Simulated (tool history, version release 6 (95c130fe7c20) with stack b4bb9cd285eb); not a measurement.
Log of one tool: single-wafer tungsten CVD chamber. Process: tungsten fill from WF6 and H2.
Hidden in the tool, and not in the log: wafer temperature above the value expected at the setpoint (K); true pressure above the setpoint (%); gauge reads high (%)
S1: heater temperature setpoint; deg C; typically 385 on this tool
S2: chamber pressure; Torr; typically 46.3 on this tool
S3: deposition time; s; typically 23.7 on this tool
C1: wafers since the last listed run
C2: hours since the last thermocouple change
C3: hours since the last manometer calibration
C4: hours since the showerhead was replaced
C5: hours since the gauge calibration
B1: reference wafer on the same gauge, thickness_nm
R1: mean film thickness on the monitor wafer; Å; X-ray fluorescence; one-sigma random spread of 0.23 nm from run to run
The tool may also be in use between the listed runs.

Run 1, hour 0.0: usual settings; C1 0; C2 1566.5; C3 1177.7; C4 3222.8; C5 169.7; B1 81.199. Result: R1 588.59 Å.
Run 2, hour 35.2: usual settings; C1 704; C2 1601.7; C3 1212.9; C4 3258.0; C5 204.9; B1 81.162. Result: R1 584.32 Å.
Run 3, hour 59.8: usual settings; C1 492; C2 1626.3; C3 1237.5; C4 3282.6; C5 229.5; B1 81.228. Result: R1 581.88 Å.
Run 4, hour 86.4: usual settings; C1 532; C2 1652.9; C3 1264.1; C4 3309.2; C5 256.1; B1 81.146. Result: R1 581.47 Å.
Run 5, hour 102.6: usual settings; C1 324; C2 1669.1; C3 1280.3; C4 3325.4; C5 272.3; B1 81.229. Result: R1 575.02 Å.
At hour 132.8: capacitance manometer re-zeroed and calibrated.
Run 6, hour 133.3: usual settings but S2 40.9 Torr, S3 25.4 s; C1 454; C2 1699.8; C3 0.5; C4 3356.1; C5 303.0; B1 81.182. Result: R1 597.88 Å.
Run 7, hour 153.1: usual settings but S1 377 deg C; C1 396; C2 1719.6; C3 20.3; C4 3375.9; C5 322.8; B1 81.208. Result: R1 507.74 Å.
At hour 156.2: gauge calibrated.
At hour 167.4: thermocouple changed; heater temperature recalibrated.
Run 8, hour 175.0: usual settings but S2 40.9 Torr, S3 25.4 s; C1 278; C2 7.6; C3 42.2; C4 3397.8; C5 18.8; B1 81.261. Result: R1 699.87 Å.
At hour 199.4: showerhead replaced.
Run 9, hour 200.2: usual settings; C1 344; C2 32.8; C3 67.4; C4 0.8; C5 44.0; B1 81.293. Result: R1 718.80 Å.

Predict the results of run 10:
Run 10, hour 215.7: usual settings but S2 54.6 Torr; C1 310; C2 48.3; C3 82.9; C4 16.3; C5 59.5; B1 ?. Result: R1 ?.

Run 10 produced B1 81.222, R1 814.90 Å.
If the tool had no hidden condition, the same run with the same run-to-run variation would have returned R1 814.16 Å.
